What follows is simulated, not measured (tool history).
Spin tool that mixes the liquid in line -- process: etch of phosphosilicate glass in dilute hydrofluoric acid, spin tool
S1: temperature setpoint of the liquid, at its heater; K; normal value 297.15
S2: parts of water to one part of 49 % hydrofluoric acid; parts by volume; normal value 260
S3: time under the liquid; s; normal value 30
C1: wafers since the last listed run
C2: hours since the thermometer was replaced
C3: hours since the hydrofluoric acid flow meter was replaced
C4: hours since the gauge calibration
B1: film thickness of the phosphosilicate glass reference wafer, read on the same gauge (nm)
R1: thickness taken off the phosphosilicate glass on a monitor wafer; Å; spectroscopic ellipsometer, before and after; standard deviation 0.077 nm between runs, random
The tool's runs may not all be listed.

run 1 hour=0.0 | S1=297.15 S2=260 S3=20 | C1=0 C2=2017.8 C3=1246.7 C4=58.9 | B1=89.98 | R1=109.2
run 2 hour=30.4 | S1=297.15 S2=260 S3=20 | C1=439 C2=2048.2 C3=1277.1 C4=89.3 | B1=89.97 | R1=108.0
run 3 hour=43.0 | S1=297.15 S2=260 S3=20 | C1=182 C2=2060.8 C3=1289.7 C4=101.9 | B1=90.01 | R1=107.3
run 4 hour=50.5 | S1=297.15 S2=260 S3=30 | C1=108 C2=2068.3 C3=1297.2 C4=109.4 | B1=90.00 | R1=160.7
run 5 hour=64.4 | S1=297.15 S2=180 S3=25 | C1=200 C2=2082.2 C3=1311.1 C4=123.3 | B1=89.98 | R1=212.4
run 6 hour=80.6 | S1=297.15 S2=260 S3=30 | C1=234 C2=2098.4 C3=1327.3 C4=139.5 | B1=90.01 | R1=161.6
run 7 hour=86.7 | S1=297.15 S2=260 S3=30 | C1=88 C2=2104.5 C3=1333.4 C4=145.6 | B1=89.99 | R1=160.2
-- hour=96.3 hydrofluoric acid flow meter replaced
-- hour=96.4 thermometer replaced
run 8 hour=96.8 | S1=294.65 S2=350 S3=40 | C1=130 C2=0.4 C3=0.5 C4=155.7 | B1=89.96 | R1=157.9
run 9 hour=105.0 | S1=297.15 S2=260 S3=30 | C1=118 C2=8.6 C3=8.7 C4=163.9 | B1=89.98 | R1=188.4
run 10 hour=111.4 | S1=298.65 S2=260 S3=30 | C1=92 C2=15.0 C3=15.1 C4=170.3 | B1=89.99 | R1=198.7
run 11 hour=118.7 | S1=294.15 S2=205 S3=40 | C1=105 C2=22.3 C3=22.4 C4=177.6 | B1=90.00 | R1=302.9
-- hour=123.4 gauge calibrated
run 12 hour=133.0 | S1=297.15 S2=210 S3=40 | C1=206 C2=36.6 C3=36.7 C4=9.6 | B1=90.02 | R1=329.0
run 13 hour=144.6 | S1=297.15 S2=260 S3=30 | C1=167 C2=48.2 C3=48.3 C4=21.2 | B1=90.02 | R1=187.1
run 14 hour=162.0 | S1=297.15 S2=330 S3=30 | C1=251 C2=65.6 C3=65.7 C4=38.6 | B1=89.99 | R1=137.5

For each entry between runs, how does the tool's hidden state at the last listed run before it compare with that at the first listed run after it?
Between runs 7 and 8: hydrofluoric acid flow meter replaced (hour 96.3); thermometer replaced (hour 96.4)
  hydrofluoric acid flow below the setpoint (%): 13.1 -> 1.24
  measured value less the no-hidden-state value, R1: -31.3 -> -2.6 Å
Between runs 11 and 12: gauge calibrated (hour 123.4)
  hydrofluoric acid flow below the setpoint (%): 1.44 -> 1.57
  measured value less the no-hidden-state value, R1: -5.4 -> -6.4 Å

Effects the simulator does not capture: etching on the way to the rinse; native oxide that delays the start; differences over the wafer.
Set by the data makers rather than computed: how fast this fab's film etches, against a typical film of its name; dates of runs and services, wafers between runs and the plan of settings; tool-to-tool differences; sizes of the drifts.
